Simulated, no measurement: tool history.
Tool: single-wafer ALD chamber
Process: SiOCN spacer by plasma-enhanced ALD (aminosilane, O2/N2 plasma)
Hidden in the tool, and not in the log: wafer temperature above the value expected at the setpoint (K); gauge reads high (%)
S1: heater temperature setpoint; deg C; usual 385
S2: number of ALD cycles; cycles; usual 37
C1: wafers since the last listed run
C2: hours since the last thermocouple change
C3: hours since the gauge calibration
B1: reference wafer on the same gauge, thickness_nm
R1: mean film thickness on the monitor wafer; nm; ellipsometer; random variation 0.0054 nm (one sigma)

run	hour	S1	S2	C1	C2	C3	B1	R1
1	0	380	37	0	2097.4	2250.9	2.328	2.14
2	107.3	380	37	483	2204.7	2358.2	2.329	2.151
3	206	380	37	444	2303.4	2456.9	2.329	2.141
# hour 283: thermocouple changed; heater temperature recalibrated
4	304.5	385	37	407	21.5	2555.4	2.329	2.144
5	354.3	385	37	224	71.3	2605.2	2.331	2.145
6	455.4	391	40	455	172.4	2706.3	2.33	2.314
7	517.1	391	40	278	234.1	2768	2.33	2.308
8	554.5	391	40	168	271.5	2805.4	2.329	2.306
9	611.4	379	42	256	328.4	2862.3	2.331	2.43
10	663.8	385	37	236	380.8	2914.7	2.33	2.142
11	875.2	385	37	952	592.2	3126.1	2.332	2.142
12	917.3	385	37	189	634.3	3168.2	2.33	2.153
13	991	385	37	332	708	3241.9	2.332	2.141
14	1086.2	385	37	428	803.2	3337.1	2.33	2.145
15	1169.2	385	37	374	886.2	3420.1	2.326	2.146
16	1210.4	385	37	185	927.4	3461.3	2.331	2.138
17	1277.6	385	37	302	994.6	3528.5	2.331	2.144
18	1320.8	385	37	194	1037.8	3571.7	2.328	2.151
19	1372.3	385	37	232	1089.3	3623.2	2.328	2.14
20	1466.8	385	37	425	1183.8	3717.7	2.329	2.146
21	1566.3	385	37	448	1283.3	3817.2	2.329	2.142
22	1625	385	37	264	1342	3875.9	2.328	2.142
# hour 1626.3: gauge calibrated
23	1669.4	385	37	200	1386.4	43.1	2.328	2.145
24	1750.3	393	42	364	1467.3	124	2.329	2.431
25	1811.4	385	37	275	1528.4	185.1	2.328	2.143
26	1884.4	385	37	328	1601.4	258.1	2.33	2.146
27	1967.5	398	40	374	1684.5	341.2	2.333	2.315
28	2071.5	398	37	468	1788.5	445.2	2.327	2.144
29	2153.4	395	37	369	1870.4	527.1	2.331	2.154
30	2275.6	371	32	550	1992.6	649.3	2.33	1.86
31	2380.8	380	33	474	2097.8	754.5	2.331	1.907
# hour 2490.1: thermocouple changed; heater temperature recalibrated
32	2615.9	392	39	1023	125.8	989.6	2.329	2.257
33	2671.5	379	40	250	181.4	1045.2	2.332	2.318
34	2759.7	372	31	397	269.6	1133.4	2.331	1.8
35	2853.4	385	40	422	363.3	1227.1	2.33	2.316
36	2973.8	397	44	542	483.7	1347.5	2.33	2.548
37	3073.2	394	33	447	583.1	1446.9	2.331	1.914
38	3144.1	385	41	319	654	1517.8	2.328	2.371
39	3226.4	389	34	370	736.3	1600.1	2.329	1.972
40	3303.1	390	30	345	813	1676.8	2.33	1.741
41	3390.1	389	43	392	900	1763.8	2.331	2.5
42	3485.5	385	37	429	995.4	1859.2	2.331	2.149
43	3524.7	385	30	176	1034.6	1898.4	2.33	1.743
44	3606.7	393	39	369	1116.6	1980.4	2.33	2.265

Hidden state at the last listed run before each entry between runs and at the first one after, where it differs:
Between runs 3 and 4: thermocouple changed; heater temperature recalibrated (hour 283)
  no hidden state differs between the two runs
Between runs 22 and 23: gauge calibrated (hour 1626.3)
  no hidden state differs between the two runs
Between runs 31 and 32: thermocouple changed; heater temperature recalibrated (hour 2490.1)
  no hidden state differs between the two runs
